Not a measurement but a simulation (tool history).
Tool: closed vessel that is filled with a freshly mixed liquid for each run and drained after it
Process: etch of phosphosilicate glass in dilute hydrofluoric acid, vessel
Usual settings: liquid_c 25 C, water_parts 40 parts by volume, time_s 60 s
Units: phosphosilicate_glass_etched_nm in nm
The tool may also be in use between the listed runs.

run,hour,liquid_c,water_parts,time_s,"read-back film thickness of the phosphosilicate glass reference wafer, read on the same gauge (nm)",phosphosilicate_glass_etched_nm
1,0,25,40,60,90.01,156.49
2,47.3,25,40,60,89.98,158.34
3,114.9,25,40,60,90.04,159.94
4,175.1,24,40,60,90.01,153.95
5,203.4,25,40,60,90.01,158.41
6,269.5,25,40,40,90.02,106.96
7,307,25,40,40,89.98,107.32
# hour 312.1: thermometer replaced
# hour 316.4: gauge calibrated
8,375.4,25,45,60,89.94,128.17
9,427.9,20,40,35,90.06,69.16
10,467.5,29,55,60,90,123.98
11,507.8,25,40,40,90.01,99.17
12,561.8,25,40,60,90.01,146.56
13,629.4,30,40,70,90,212.12
# hour 638.2: hydrofluoric acid flow meter replaced
14,764,22,40,30,89.96,65.15
15,831.6,29,40,60,90.06,177.23
16,859.5,28,25,75,89.98,353.74

3 ways to go on from here, each from the tool as it stands after run 16. What would each give?
A,860.2,25,40,60,?,?
B,860.2,28.5,50,30,?,?
C,860.2,21.5,30,35,?,?

run,"read-back film thickness of the phosphosilicate glass reference wafer, read on the same gauge (nm)",phosphosilicate_glass_etched_nm
A,90.01,152.31
B,90.01,69.07
C,90.01,103.85
Without the tool's hidden state the same runs would have given:
run,phosphosilicate_glass_etched_nm
A,144.76
B,65.76
C,98.52
